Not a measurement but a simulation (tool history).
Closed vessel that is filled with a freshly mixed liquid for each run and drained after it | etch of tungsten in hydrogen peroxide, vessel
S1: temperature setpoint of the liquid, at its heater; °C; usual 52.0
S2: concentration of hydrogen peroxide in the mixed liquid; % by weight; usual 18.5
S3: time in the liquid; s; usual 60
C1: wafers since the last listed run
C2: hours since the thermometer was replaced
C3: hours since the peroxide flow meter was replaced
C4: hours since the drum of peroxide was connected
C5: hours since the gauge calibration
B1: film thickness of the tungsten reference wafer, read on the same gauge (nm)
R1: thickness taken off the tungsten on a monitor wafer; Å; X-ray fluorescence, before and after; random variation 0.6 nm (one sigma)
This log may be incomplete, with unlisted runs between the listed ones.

{"run": 1, "hour": 0.0, "S1": 52.0, "S2": 18.5, "S3": 60, "C1": 0, "C2": 742.6, "C3": 27.6, "C4": 662.8, "C5": 222.4, "B1": 129.02, "R1": 1070.7}
{"run": 2, "hour": 14.6, "S1": 52.0, "S2": 18.5, "S3": 60, "C1": 1605, "C2": 757.2, "C3": 42.2, "C4": 677.4, "C5": 237.0, "B1": 128.91, "R1": 1069.9}
{"run": 3, "hour": 29.4, "S1": 52.0, "S2": 18.5, "S3": 45, "C1": 1627, "C2": 772.0, "C3": 57.0, "C4": 692.2, "C5": 251.8, "B1": 128.88, "R1": 810.1}
{"run": 4, "hour": 42.1, "S1": 52.0, "S2": 18.5, "S3": 60, "C1": 1396, "C2": 784.7, "C3": 69.7, "C4": 704.9, "C5": 264.5, "B1": 128.74, "R1": 1073.5}
{"run": 5, "hour": 114.1, "S1": 52.0, "S2": 18.5, "S3": 60, "C1": 7915, "C2": 856.7, "C3": 141.7, "C4": 776.9, "C5": 336.5, "B1": 128.42, "R1": 1062.5}
{"run": 6, "hour": 149.2, "S1": 52.0, "S2": 18.5, "S3": 60, "C1": 3858, "C2": 891.8, "C3": 176.8, "C4": 812.0, "C5": 371.6, "B1": 128.21, "R1": 1075.0}
{"run": 7, "hour": 162.1, "S1": 52.0, "S2": 22.0, "S3": 60, "C1": 1418, "C2": 904.7, "C3": 189.7, "C4": 824.9, "C5": 384.5, "B1": 128.13, "R1": 1170.1}
{"run": 8, "hour": 192.5, "S1": 52.0, "S2": 22.0, "S3": 60, "C1": 3342, "C2": 935.1, "C3": 220.1, "C4": 855.3, "C5": 414.9, "B1": 128.03, "R1": 1155.6}
{"run": 9, "hour": 218.3, "S1": 52.0, "S2": 22.0, "S3": 60, "C1": 2836, "C2": 960.9, "C3": 245.9, "C4": 881.1, "C5": 440.7, "B1": 127.88, "R1": 1165.2}
{"hour": 230.3, "done": "gauge calibrated"}
{"run": 10, "hour": 234.6, "S1": 52.0, "S2": 18.5, "S3": 60, "C1": 1791, "C2": 977.2, "C3": 262.2, "C4": 897.4, "C5": 4.3, "B1": 129.67, "R1": 1076.6}
{"run": 11, "hour": 269.9, "S1": 48.0, "S2": 18.5, "S3": 60, "C1": 3880, "C2": 1012.5, "C3": 297.5, "C4": 932.7, "C5": 39.6, "B1": 129.49, "R1": 840.4}
{"run": 12, "hour": 293.4, "S1": 52.0, "S2": 21.5, "S3": 80, "C1": 2583, "C2": 1036.0, "C3": 321.0, "C4": 956.2, "C5": 63.1, "B1": 129.35, "R1": 1544.2}
{"run": 13, "hour": 325.6, "S1": 52.0, "S2": 18.5, "S3": 60, "C1": 3540, "C2": 1068.2, "C3": 353.2, "C4": 988.4, "C5": 95.3, "B1": 129.16, "R1": 1069.7}
{"hour": 350.6, "done": "new drum of peroxide connected"}
{"hour": 360.7, "done": "peroxide flow meter replaced"}
{"run": 14, "hour": 380.0, "S1": 61.5, "S2": 15.5, "S3": 60, "C1": 5760, "C2": 1122.6, "C3": 19.3, "C4": 29.4, "C5": 149.7, "B1": 128.94, "R1": 1726.1}
{"run": 15, "hour": 477.6, "S1": 59.5, "S2": 18.5, "S3": 60, "C1": 10729, "C2": 1220.2, "C3": 116.9, "C4": 127.0, "C5": 247.3, "B1": 128.44, "R1": 1660.1}
{"run": 16, "hour": 497.9, "S1": 48.0, "S2": 18.5, "S3": 60, "C1": 2231, "C2": 1240.5, "C3": 137.2, "C4": 147.3, "C5": 267.6, "B1": 128.3, "R1": 832.0}
{"hour": 507.2, "done": "thermometer replaced"}
{"run": 17, "hour": 603.9, "S1": 44.5, "S2": 18.5, "S3": 95, "C1": 11543, "C2": 96.7, "C3": 243.2, "C4": 253.3, "C5": 373.6, "B1": 127.77, "R1": 1048.0}
{"run": 18, "hour": 638.5, "S1": 46.0, "S2": 18.5, "S3": 60, "C1": 3803, "C2": 131.3, "C3": 277.8, "C4": 287.9, "C5": 408.2, "B1": 127.55, "R1": 739.0}
{"run": 19, "hour": 670.8, "S1": 52.0, "S2": 18.5, "S3": 60, "C1": 3550, "C2": 163.6, "C3": 310.1, "C4": 320.2, "C5": 440.5, "B1": 127.39, "R1": 1060.5}
{"hour": 685.9, "done": "gauge calibrated"}
{"run": 20, "hour": 693.8, "S1": 52.0, "S2": 18.5, "S3": 60, "C1": 2528, "C2": 186.6, "C3": 333.1, "C4": 343.2, "C5": 7.9, "B1": 129.72, "R1": 1078.6}
{"run": 21, "hour": 725.9, "S1": 44.0, "S2": 20.0, "S3": 45, "C1": 3529, "C2": 218.7, "C3": 365.2, "C4": 375.3, "C5": 40.0, "B1": 129.57, "R1": 513.5}
{"run": 22, "hour": 747.0, "S1": 56.0, "S2": 18.5, "S3": 60, "C1": 2319, "C2": 239.8, "C3": 386.3, "C4": 396.4, "C5": 61.1, "B1": 129.47, "R1": 1359.5}

Consider 3 possible next runs. They are alternatives, not a sequence: every one starts from the tool as it was left by run 22. What does each give?
{"run": "A", "hour": 747.7, "S1": 59.0, "S2": 18.5, "S3": 60, "C1": 76, "C2": 240.5, "C3": 387.0, "C4": 397.1, "C5": 61.8, "B1": "?", "R1": "?"}
{"run": "B", "hour": 747.7, "S1": 52.0, "S2": 20.5, "S3": 60, "C1": 76, "C2": 240.5, "C3": 387.0, "C4": 397.1, "C5": 61.8, "B1": "?", "R1": "?"}
{"run": "C", "hour": 747.7, "S1": 52.0, "S2": 16.5, "S3": 35, "C1": 76, "C2": 240.5, "C3": 387.0, "C4": 397.1, "C5": 61.8, "B1": "?", "R1": "?"}

run=A B1=129.44 R1=1626.9
run=B B1=129.44 R1=1132.4
run=C B1=129.44 R1=592.6
Stripped of hidden state, with their random variation kept, the same runs would have yielded:
run=A R1=1634.1
run=B R1=1137.4
run=C R1=595.2
